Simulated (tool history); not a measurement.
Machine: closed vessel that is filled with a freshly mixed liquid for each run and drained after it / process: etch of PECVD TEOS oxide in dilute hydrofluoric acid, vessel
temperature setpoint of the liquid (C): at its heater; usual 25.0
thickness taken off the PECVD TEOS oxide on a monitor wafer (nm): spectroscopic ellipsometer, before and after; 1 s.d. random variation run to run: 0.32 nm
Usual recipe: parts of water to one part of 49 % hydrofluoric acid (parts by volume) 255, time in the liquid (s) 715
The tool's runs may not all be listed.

| run | hour | temperature setpoint of the liquid (C) | parts of water to one part of 49 % hydrofluoric acid (parts by volume) | time in the liquid (s) | read-back film thickness of the PECVD TEOS oxide reference wafer, read on the same gauge (nm) | thickness taken off the PECVD TEOS oxide on a monitor wafer (nm) |
|---|---|---|---|---|---|---|
| 1 | 0.0 | 28.0 | 255 | 715 | 129.98 | 36.52 |
| 2 | 14.5 | 28.0 | 255 | 715 | 130.00 | 36.79 |
| 3 | 30.0 | 25.0 | 255 | 715 | 129.99 | 33.36 |
| 4 | 40.0 | 25.0 | 255 | 715 | 130.00 | 32.73 |
| 5 | 70.2 | 25.0 | 255 | 715 | 130.00 | 32.95 |
| 6 | 79.9 | 21.0 | 255 | 615 | 129.98 | 24.56 |
| 7 | 87.5 | 21.0 | 255 | 615 | 129.97 | 24.21 |
| 8 | 100.6 | 21.0 | 255 | 615 | 129.99 | 24.50 |
| 9 | 108.4 | 21.5 | 255 | 715 | 130.02 | 28.65 |
| 10 | 115.9 | 21.5 | 255 | 715 | 130.01 | 28.55 |
| 11 | 129.4 | 21.5 | 255 | 715 | 130.00 | 28.80 |
| 12 | 144.8 | 25.0 | 255 | 380 | 130.00 | 16.78 |
| 13 | 154.2 | 30.0 | 340 | 400 | 130.03 | 14.30 |
| 14 | 170.0 | 26.5 | 290 | 715 | 129.98 | 28.53 |
| 15 | 177.2 | 25.0 | 255 | 715 | 130.01 | 31.66 |
| 16 | 191.6 | 25.0 | 255 | 715 | 130.00 | 35.85 |
| 17 | 198.0 | 25.0 | 255 | 715 | 130.02 | 35.91 |
| 18 | 208.2 | 20.0 | 355 | 1140 | 129.97 | 31.26 |
| 19 | 225.5 | 25.0 | 255 | 1120 | 129.98 | 56.45 |
| 20 | 238.7 | 21.5 | 160 | 1045 | 130.01 | 79.98 |
| 21 | 251.9 | 25.0 | 255 | 715 | 130.00 | 34.99 |
| 22 | 266.3 | 25.0 | 125 | 715 | 130.02 | 82.64 |

Missing from the log above: 3 entries noted between runs. For each, name the pair of listed runs it sits between and say how the tool's hidden condition differs from the listed run just before to the listed run just after:
From run 12 to run 13: thermometer replaced (hour 149.0); gauge calibrated (hour 151.4)
  hydrofluoric acid flow below the setpoint (%): 9.05 -> 9.23
  measured result minus the result with no hidden state, thickness taken off the PECVD TEOS oxide on a monitor wafer (nm): -2.15 -> -2.03
From run 15 to run 16: hydrofluoric acid flow meter replaced (hour 190.8)
  hydrofluoric acid flow below the setpoint (%): 9.67 -> 0.614
  measured result minus the result with no hidden state, thickness taken off the PECVD TEOS oxide on a monitor wafer (nm): -4.38 -> -0.28
